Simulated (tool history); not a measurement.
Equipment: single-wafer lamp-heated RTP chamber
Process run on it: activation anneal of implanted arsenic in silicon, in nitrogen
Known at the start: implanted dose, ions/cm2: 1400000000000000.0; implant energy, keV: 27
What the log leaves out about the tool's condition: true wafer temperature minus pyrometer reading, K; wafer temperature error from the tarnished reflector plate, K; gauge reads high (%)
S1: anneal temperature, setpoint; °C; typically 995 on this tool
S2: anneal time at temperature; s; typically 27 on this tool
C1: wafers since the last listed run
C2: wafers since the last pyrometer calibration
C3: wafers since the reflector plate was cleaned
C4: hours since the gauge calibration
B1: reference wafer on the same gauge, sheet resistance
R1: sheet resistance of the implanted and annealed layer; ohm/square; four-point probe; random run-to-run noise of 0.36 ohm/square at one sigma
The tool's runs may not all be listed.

run	hour	S1	S2	C1	C2	C3	C4	B1	R1
1	0	995	27	0	4457	7158	260	123.95	107.55
2	6.5	995	27	126	4584	7285	266.5	123.87	107.81
3	21.2	995	27	287	4871	7572	281.2	123.92	107.86
4	37.8	995	27	324	5195	7896	297.8	123.9	107.48
5	50.1	995	27	240	5435	8136	310.1	124	107.68
6	67.1	995	27	331	5767	8468	327.1	123.94	107.77
7	81.1	995	27	273	6041	8742	341.1	123.94	108.54
8	92.6	995	27	224	6265	8966	352.6	123.91	108.03
9	101.8	995	27	179	6445	9146	361.8	124.01	107.76
# hour 104.2: gauge calibrated
10	113.1	995	27	220	6666	9367	8.9	123.92	107.56
# hour 123.3: pyrometer window cleaned and pyrometer calibrated
11	123.8	995	16	52	8	9419	19.6	123.97	112.12
12	135.9	995	16	236	245	9656	31.7	124.02	112.27
13	154.2	1006	27	357	602	10013	50	123.87	105.59
# hour 172.2: reflector plate cleaned
14	172.7	1006	21	205	807	9	68.5	124.09	107.83
15	178.1	1004	11	105	912	115	73.9	123.95	113.77
16	194.9	985	33	328	1241	443	90.7	123.87	108.88
17	211.7	995	27	328	1569	771	107.5	123.73	108.15
18	218.5	995	27	132	1701	904	114.3	123.74	108.12
19	230.5	1020	12	234	1936	1138	126.3	124.07	109.41
20	239.2	965	21	169	2106	1308	135	124.09	119.31
21	249	982	42	191	2297	1499	144.8	123.91	107.71
22	266.1	995	27	333	2631	1833	161.9	124.03	108.25
23	273.9	966	12	152	2783	1985	169.7	124.18	125.64
24	285.3	1020	27	222	3006	2208	181.1	123.85	102.25
25	298.9	995	27	265	3271	2474	194.7	124	108.09
26	311.2	972	14	240	3512	2714	207	124.01	120.89
27	320.9	1016	20	189	3701	2903	216.7	123.93	104.93
28	332.6	995	16	228	3929	3132	228.4	123.92	111.99
29	341.3	1003	33	169	4099	3302	237.1	123.87	103.82
30	358.5	1020	20	335	4435	3637	254.3	123.97	105.01
31	369.3	995	27	210	4646	3848	265.1	124.09	108.28
32	382	995	27	247	4894	4096	277.8	123.99	107.86
33	395.6	995	27	265	5160	4362	291.4	124.03	108.08
34	408.6	1022	31	253	5414	4616	304.4	123.9	100.46
35	421.3	970	17	247	5662	4864	317.1	124.02	120.26
36	435.6	995	15	279	5941	5143	331.4	124.13	113.03
37	442.7	1019	12	138	6079	5282	338.5	124.09	109.71

Forecast each of these 4 alternatives for the next run:
A	443.1	995	27	7	6087	5289	338.9	?	?
B	443.1	981	37	7	6087	5289	338.9	?	?
C	443.1	985	36	7	6087	5289	338.9	?	?
D	443.1	995	11	7	6087	5289	338.9	?	?

run	B1	R1
A	123.9	107.59
B	123.9	108.52
C	123.9	107.72
D	123.9	115.25
Stripped of hidden state, with their random variation kept, the same runs would have yielded:
run	R1
A	107.59
B	108.52
C	107.72
D	115.25
